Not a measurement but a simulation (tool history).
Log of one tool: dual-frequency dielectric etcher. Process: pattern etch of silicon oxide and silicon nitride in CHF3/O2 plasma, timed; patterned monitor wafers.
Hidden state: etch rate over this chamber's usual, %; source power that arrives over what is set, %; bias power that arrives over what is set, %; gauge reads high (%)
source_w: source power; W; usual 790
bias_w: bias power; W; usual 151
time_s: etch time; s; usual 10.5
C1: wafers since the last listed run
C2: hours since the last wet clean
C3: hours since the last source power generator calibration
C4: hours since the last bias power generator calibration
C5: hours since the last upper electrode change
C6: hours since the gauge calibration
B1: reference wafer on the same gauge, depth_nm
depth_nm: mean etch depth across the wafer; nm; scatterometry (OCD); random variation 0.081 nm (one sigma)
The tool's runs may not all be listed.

Run 1, hour 0: usual settings; C1 0; C2 121.8; C3 1357.3; C4 1614.8; C5 4493.5; C6 2102.1; B1 14.01. Result: depth_nm 16.57 nm.
Run 2, hour 60.4: usual settings; C1 801; C2 182.2; C3 1417.7; C4 1675.2; C5 4553.9; C6 2162.5; B1 14. Result: depth_nm 16.77 nm.
Run 3, hour 86.1: usual settings; C1 341; C2 207.9; C3 1443.4; C4 1700.9; C5 4579.6; C6 2188.2; B1 13.99. Result: depth_nm 16.62 nm.
Run 4, hour 125.4: usual settings; C1 521; C2 247.2; C3 1482.7; C4 1740.2; C5 4618.9; C6 2227.5; B1 14.01. Result: depth_nm 17 nm.
At hour 187.8: upper electrode replaced, of another model than before.
Run 5, hour 188.3: usual settings; C1 516; C2 310.1; C3 1545.6; C4 1803.1; C5 0.5; C6 2290.4; B1 13.99. Result: depth_nm 16.91 nm.
Run 6, hour 223.4: usual settings but source_w 850 W; C1 465; C2 345.2; C3 1580.7; C4 1838.2; C5 35.6; C6 2325.5; B1 14.01. Result: depth_nm 17.36 nm.
At hour 261.8: bias power generator calibrated.
Run 7, hour 303: usual settings; C1 1003; C2 424.8; C3 1660.3; C4 41.2; C5 115.2; C6 2405.1; B1 14. Result: depth_nm 17.05 nm.
Run 8, hour 364.5: usual settings but source_w 690 W; C1 816; C2 486.3; C3 1721.8; C4 102.7; C5 176.7; C6 2466.6; B1 14. Result: depth_nm 16.3 nm.
Run 9, hour 421.8: usual settings but source_w 640 W, time_s 11.5 s; C1 760; C2 543.6; C3 1779.1; C4 160; C5 234; C6 2523.9; B1 13.98. Result: depth_nm 17.45 nm.
At hour 450.8: wet clean of the chamber.
Run 10, hour 453.2: usual settings but source_w 890 W, bias_w 164 W; C1 98; C2 2.4; C3 1810.5; C4 191.4; C5 265.4; C6 2555.3; B1 14.03. Result: depth_nm 18.4 nm.
Run 11, hour 514.1: usual settings but time_s 8.5 s; C1 808; C2 63.3; C3 1871.4; C4 252.3; C5 326.3; C6 2616.2; B1 14.01. Result: depth_nm 13.64 nm.
At hour 529.8: gauge calibrated.
Run 12, hour 548.4: usual settings but bias_w 117 W; C1 455; C2 97.6; C3 1905.7; C4 286.6; C5 360.6; C6 18.6; B1 14. Result: depth_nm 14.54 nm.
Run 13, hour 611.4: usual settings but source_w 720 W; C1 836; C2 160.6; C3 1968.7; C4 349.6; C5 423.6; C6 81.6; B1 14. Result: depth_nm 16.3 nm.
Run 14, hour 667.2: usual settings; C1 740; C2 216.4; C3 2024.5; C4 405.4; C5 479.4; C6 137.4; B1 13.98. Result: depth_nm 16.95 nm.
Run 15, hour 728: usual settings but source_w 690 W; C1 807; C2 277.2; C3 2085.3; C4 466.2; C5 540.2; C6 198.2; B1 14.01. Result: depth_nm 16.2 nm.
Run 16, hour 785.1: usual settings but bias_w 123 W; C1 758; C2 334.3; C3 2142.4; C4 523.3; C5 597.3; C6 255.3; B1 14.01. Result: depth_nm 15.27 nm.
Run 17, hour 841.9: usual settings but source_w 690 W, time_s 12 s; C1 754; C2 391.1; C3 2199.2; C4 580.1; C5 654.1; C6 312.1; B1 14.01. Result: depth_nm 18.64 nm.
Run 18, hour 909.7: usual settings but source_w 960 W, bias_w 187 W; C1 900; C2 458.9; C3 2267; C4 647.9; C5 721.9; C6 379.9; B1 13.99. Result: depth_nm 20.93 nm.
Run 19, hour 967.2: usual settings but source_w 890 W, bias_w 126 W, time_s 11.5 s; C1 763; C2 516.4; C3 2324.5; C4 705.4; C5 779.4; C6 437.4; B1 13.98. Result: depth_nm 18.23 nm.
At hour 977.7: source power generator calibrated.
At hour 999.2: wet clean of the chamber.
Run 20, hour 1030: usual settings; C1 495; C2 30.8; C3 52.3; C4 768.2; C5 842.2; C6 500.2; B1 14.02. Result: depth_nm 16.54 nm.
Run 21, hour 1074.1: usual settings but source_w 970 W, time_s 13.5 s; C1 585; C2 74.9; C3 96.4; C4 812.3; C5 886.3; C6 544.3; B1 14.01. Result: depth_nm 23.33 nm.
Run 22, hour 1133.2: usual settings but bias_w 128 W; C1 784; C2 134; C3 155.5; C4 871.4; C5 945.4; C6 603.4; B1 13.99. Result: depth_nm 15.31 nm.
Run 23, hour 1188: usual settings but source_w 670 W, bias_w 126 W, time_s 8 s; C1 727; C2 188.8; C3 210.3; C4 926.2; C5 1000.2; C6 658.2; B1 14.01. Result: depth_nm 10.83 nm.

Run 24 comes next. What will it give?
Run 24, hour 1255.2: usual settings but time_s 12.5 s; C1 892; C2 256; C3 277.5; C4 993.4; C5 1067.4; C6 725.4; B1 ?. Result: depth_nm ?.

Run 24 gave B1 14, depth_nm 20.22 nm.
Without the tool's hidden state the same run would have given depth_nm 19.62 nm.

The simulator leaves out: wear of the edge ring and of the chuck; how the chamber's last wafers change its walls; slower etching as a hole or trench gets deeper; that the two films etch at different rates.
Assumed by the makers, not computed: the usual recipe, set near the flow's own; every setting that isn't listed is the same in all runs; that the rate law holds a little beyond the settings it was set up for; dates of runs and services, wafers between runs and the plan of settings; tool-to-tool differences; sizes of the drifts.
